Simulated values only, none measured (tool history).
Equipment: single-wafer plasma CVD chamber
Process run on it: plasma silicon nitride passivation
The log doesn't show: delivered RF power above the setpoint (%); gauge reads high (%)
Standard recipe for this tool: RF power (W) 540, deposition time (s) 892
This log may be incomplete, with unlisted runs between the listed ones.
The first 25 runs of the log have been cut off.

| run | hour | RF power (W) | deposition time (s) | wafers since the last listed run | hours since the last RF generator calibration | hours since the showerhead was replaced | hours since the gauge calibration | read-back reference wafer on the same gauge, thickness_nm | mean film thickness on the monitor wafer (angstrom) |
|---|---|---|---|---|---|---|---|---|---|
| 26 | 669.6 | 490 | 785 | 37 | 322.9 | 7809.7 | 383.4 | 1380.03 | 11844.69 |
| 27 | 695.7 | 470 | 787 | 56 | 349 | 7835.8 | 409.5 | 1380.058 | 11597.41 |
| 28 | 715.4 | 600 | 892 | 42 | 368.7 | 7855.5 | 429.2 | 1379.96 | 14537.99 |
|  | 755.9 | showerhead replaced |
| 29 | 756.4 | 445 | 1037 | 71 | 409.7 | 0.5 | 470.2 | 1379.875 | 14992.32 |
| 30 | 846.9 | 605 | 892 | 197 | 500.2 | 91 | 560.7 | 1379.937 | 14507.34 |
| 31 | 861.1 | 540 | 892 | 30 | 514.4 | 105.2 | 574.9 | 1380.096 | 13846.42 |
| 32 | 888.1 | 540 | 892 | 58 | 541.4 | 132.2 | 601.9 | 1379.735 | 13913.19 |
| 33 | 914.1 | 540 | 755 | 56 | 567.4 | 158.2 | 627.9 | 1379.7 | 11741.53 |
| 34 | 940.3 | 620 | 892 | 57 | 593.6 | 184.4 | 654.1 | 1380.19 | 14599.34 |
| 35 | 959.6 | 480 | 963 | 42 | 612.9 | 203.7 | 673.4 | 1379.556 | 14276.29 |
| 36 | 980.1 | 610 | 1057 | 44 | 633.4 | 224.2 | 693.9 | 1380.179 | 17204.97 |
| 37 | 998.9 | 455 | 979 | 40 | 652.2 | 243 | 712.7 | 1379.88 | 14133.28 |
| 38 | 1024 | 575 | 892 | 54 | 677.3 | 268.1 | 737.8 | 1380.178 | 14204.17 |
| 39 | 1053.1 | 635 | 767 | 63 | 706.4 | 297.2 | 766.9 | 1379.835 | 12672.9 |
| 40 | 1083.3 | 540 | 892 | 65 | 736.6 | 327.4 | 797.1 | 1379.894 | 13859.86 |
| 41 | 1105 | 540 | 837 | 47 | 758.3 | 349.1 | 818.8 | 1379.791 | 12925.98 |
| 42 | 1127.9 | 495 | 962 | 49 | 781.2 | 372 | 841.7 | 1379.828 | 14313.46 |
| 43 | 1142.6 | 610 | 992 | 32 | 795.9 | 386.7 | 856.4 | 1380.389 | 16085.22 |

Branching from run 43: 4 alternative next runs. What would each branch give?
| A | 1143.2 | 490 | 892 | 1 | 796.5 | 387.3 | 857 | ? | ? |
| B | 1143.2 | 455 | 960 | 1 | 796.5 | 387.3 | 857 | ? | ? |
| C | 1143.2 | 460 | 754 | 1 | 796.5 | 387.3 | 857 | ? | ? |
| D | 1143.2 | 450 | 954 | 1 | 796.5 | 387.3 | 857 | ? | ? |

| run | read-back reference wafer on the same gauge, thickness_nm | mean film thickness on the monitor wafer (angstrom) |
|---|---|---|
| A | 1379.613 | 13297.93 |
| B | 1379.613 | 13888.14 |
| C | 1379.613 | 10956.96 |
| D | 1379.613 | 13738.72 |
The same runs, with their run-to-run variation unchanged, on a tool lacking any hidden condition would have given:
| run | mean film thickness on the monitor wafer (angstrom) |
|---|---|
| A | 13606.73 |
| B | 14210.65 |
| C | 11211.4 |
| D | 14057.76 |

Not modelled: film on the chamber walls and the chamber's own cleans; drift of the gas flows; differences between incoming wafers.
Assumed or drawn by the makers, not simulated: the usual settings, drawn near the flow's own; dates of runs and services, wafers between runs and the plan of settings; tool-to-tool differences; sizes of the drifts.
